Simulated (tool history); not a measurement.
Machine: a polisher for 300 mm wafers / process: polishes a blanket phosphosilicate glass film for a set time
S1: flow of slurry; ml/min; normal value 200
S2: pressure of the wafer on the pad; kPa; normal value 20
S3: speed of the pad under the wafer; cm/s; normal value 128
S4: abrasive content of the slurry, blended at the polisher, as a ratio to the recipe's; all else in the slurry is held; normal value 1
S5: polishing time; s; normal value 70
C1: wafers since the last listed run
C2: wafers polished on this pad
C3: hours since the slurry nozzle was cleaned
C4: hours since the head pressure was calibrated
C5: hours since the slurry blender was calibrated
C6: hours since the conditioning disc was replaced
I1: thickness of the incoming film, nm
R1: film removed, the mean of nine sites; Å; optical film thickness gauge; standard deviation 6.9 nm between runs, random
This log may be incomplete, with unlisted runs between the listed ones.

run 1 hour=0 | S1=200 S2=20 S3=140 S4=1 S5=70 | C1=0 C2=110 C3=702.7 C4=417.8 C5=87.7 C6=149 | I1=4079.2 | R1=6150
run 2 hour=13.6 | S1=200 S2=20 S3=140 S4=1 S5=70 | C1=160 C2=270 C3=716.3 C4=431.4 C5=101.3 C6=162.6 | I1=4027.9 | R1=6259
run 3 hour=26.5 | S1=200 S2=20 S3=128 S4=1 S5=70 | C1=151 C2=421 C3=729.2 C4=444.3 C5=114.2 C6=175.5 | I1=4066.9 | R1=5811
run 4 hour=36 | S1=200 S2=20 S3=128 S4=1 S5=70 | C1=111 C2=533 C3=738.7 C4=453.8 C5=123.7 C6=185 | I1=4064.1 | R1=5713
run 5 hour=43.2 | S1=200 S2=20 S3=128 S4=1 S5=70 | C1=84 C2=618 C3=745.9 C4=461 C5=130.9 C6=192.2 | I1=4068.2 | R1=5677
run 6 hour=59.1 | S1=250 S2=20 S3=128 S4=1 S5=81 | C1=187 C2=805 C3=761.8 C4=476.9 C5=146.8 C6=208.1 | I1=4045.7 | R1=6930
-- hour=61 slurry nozzle cleaned
run 7 hour=71.4 | S1=200 S2=20 S3=128 S4=1 S5=70 | C1=133 C2=938 C3=10.4 C4=489.2 C5=159.1 C6=220.4 | I1=4111.4 | R1=5688
run 8 hour=77.5 | S1=200 S2=25.5 S3=118 S4=1 S5=70 | C1=71 C2=1010 C3=16.5 C4=495.3 C5=165.2 C6=226.5 | I1=4097.3 | R1=6449
run 9 hour=87.2 | S1=200 S2=25.5 S3=118 S4=1 S5=70 | C1=114 C2=1124 C3=26.2 C4=505 C5=174.9 C6=236.2 | I1=4056.6 | R1=6556
run 10 hour=101 | S1=200 S2=25.5 S3=118 S4=1 S5=70 | C1=162 C2=1287 C3=40 C4=518.8 C5=188.7 C6=250 | I1=4028.5 | R1=6449
-- hour=118.6 worn pad replaced by a new one
run 11 hour=119.1 | S1=135 S2=20 S3=88 S4=1 S5=70 | C1=165 C2=5 C3=58.1 C4=536.9 C5=206.8 C6=268.1 | I1=4068.3 | R1=4188
run 12 hour=128.6 | S1=200 S2=13.8 S3=128 S4=1 S5=80 | C1=111 C2=117 C3=67.6 C4=546.4 C5=216.3 C6=277.6 | I1=3991.6 | R1=5245
-- hour=138.9 head pressure recalibrated
run 13 hour=140.7 | S1=200 S2=24.8 S3=112 S4=0.9 S5=89 | C1=118 C2=236 C3=79.7 C4=1.8 C5=228.4 C6=289.7 | I1=3988.4 | R1=7561
run 14 hour=150.3 | S1=155 S2=20 S3=144 S4=0.75 S5=70 | C1=112 C2=349 C3=89.3 C4=11.4 C5=238 C6=299.3 | I1=4070.9 | R1=5764
-- hour=166.9 conditioning disc replaced and pad reconditioned
run 15 hour=167.7 | S1=200 S2=15.2 S3=162 S4=1 S5=70 | C1=181 C2=530 C3=106.7 C4=28.8 C5=255.4 C6=0.8 | I1=4039.5 | R1=6133
run 16 hour=174 | S1=200 S2=20 S3=128 S4=0.75 S5=70 | C1=74 C2=604 C3=113 C4=35.1 C5=261.7 C6=7.1 | I1=4119 | R1=5539
run 17 hour=190.5 | S1=200 S2=20 S3=128 S4=0.8 S5=70 | C1=194 C2=798 C3=129.5 C4=51.6 C5=278.2 C6=23.6 | I1=3970.4 | R1=5690
-- hour=197.9 head pressure recalibrated, repeated, since the last time left the tool worse
run 18 hour=200.5 | S1=200 S2=15.9 S3=128 S4=1 S5=85 | C1=94 C2=892 C3=139.5 C4=2.6 C5=288.2 C6=33.6 | I1=4096.3 | R1=5867
run 19 hour=207.1 | S1=225 S2=20 S3=170 S4=1 S5=70 | C1=77 C2=970 C3=146.1 C4=9.2 C5=294.8 C6=40.2 | I1=4108.4 | R1=7127
run 20 hour=220.9 | S1=145 S2=20 S3=128 S4=1 S5=70 | C1=162 C2=1132 C3=159.9 C4=23 C5=308.6 C6=54 | I1=4039.4 | R1=5289
-- hour=228.4 worn pad replaced by a new one
run 21 hour=228.9 | S1=260 S2=20 S3=128 S4=1 S5=82 | C1=47 C2=6 C3=167.9 C4=31 C5=316.6 C6=62 | I1=4077.4 | R1=6647
-- hour=232.1 slurry blender recalibrated
run 22 hour=275.4 | S1=200 S2=20 S3=128 S4=1.1 S5=70 | C1=523 C2=530 C3=214.4 C4=77.5 C5=43.3 C6=108.5 | I1=4032 | R1=5769
run 23 hour=283.4 | S1=200 S2=22.1 S3=128 S4=0.8 S5=63 | C1=94 C2=624 C3=222.4 C4=85.5 C5=51.3 C6=116.5 | I1=4098.3 | R1=4937
run 24 hour=297.1 | S1=200 S2=20 S3=128 S4=1 S5=70 | C1=161 C2=785 C3=236.1 C4=99.2 C5=65 C6=130.2 | I1=4070.5 | R1=5678
run 25 hour=303.9 | S1=200 S2=20 S3=128 S4=1 S5=70 | C1=80 C2=865 C3=242.9 C4=106 C5=71.8 C6=137 | I1=4083.6 | R1=5579
run 26 hour=320.9 | S1=200 S2=20 S3=128 S4=1 S5=70 | C1=200 C2=1065 C3=259.9 C4=123 C5=88.8 C6=154 | I1=4076.5 | R1=5676

Per-run results on a tool with no hidden state, each run keeping its own random variation:
Hidden state present: removal rate lost through wear of the pad, %; slurry flow missing at the pad, %; deviation of the head's pressure from its setpoint, %; abrasive missing from the slurry, %; time polished since the conditioner stopped cutting, s.
run=1 R1=5838
run=2 R1=5939
run=3 R1=5512
run=4 R1=5418
run=5 R1=5384
run=6 R1=6569
run=7 R1=5391
run=8 R1=6111
run=9 R1=6211
run=10 R1=6109
run=11 R1=3966
run=12 R1=4967
run=13 R1=6947
run=14 R1=5280
run=15 R1=5592
run=16 R1=5042
run=17 R1=5159
run=18 R1=5895
run=19 R1=7145
run=20 R1=5279
run=21 R1=6619
run=22 R1=5680
run=23 R1=4853
run=24 R1=5566
run=25 R1=5462
run=26 R1=5541
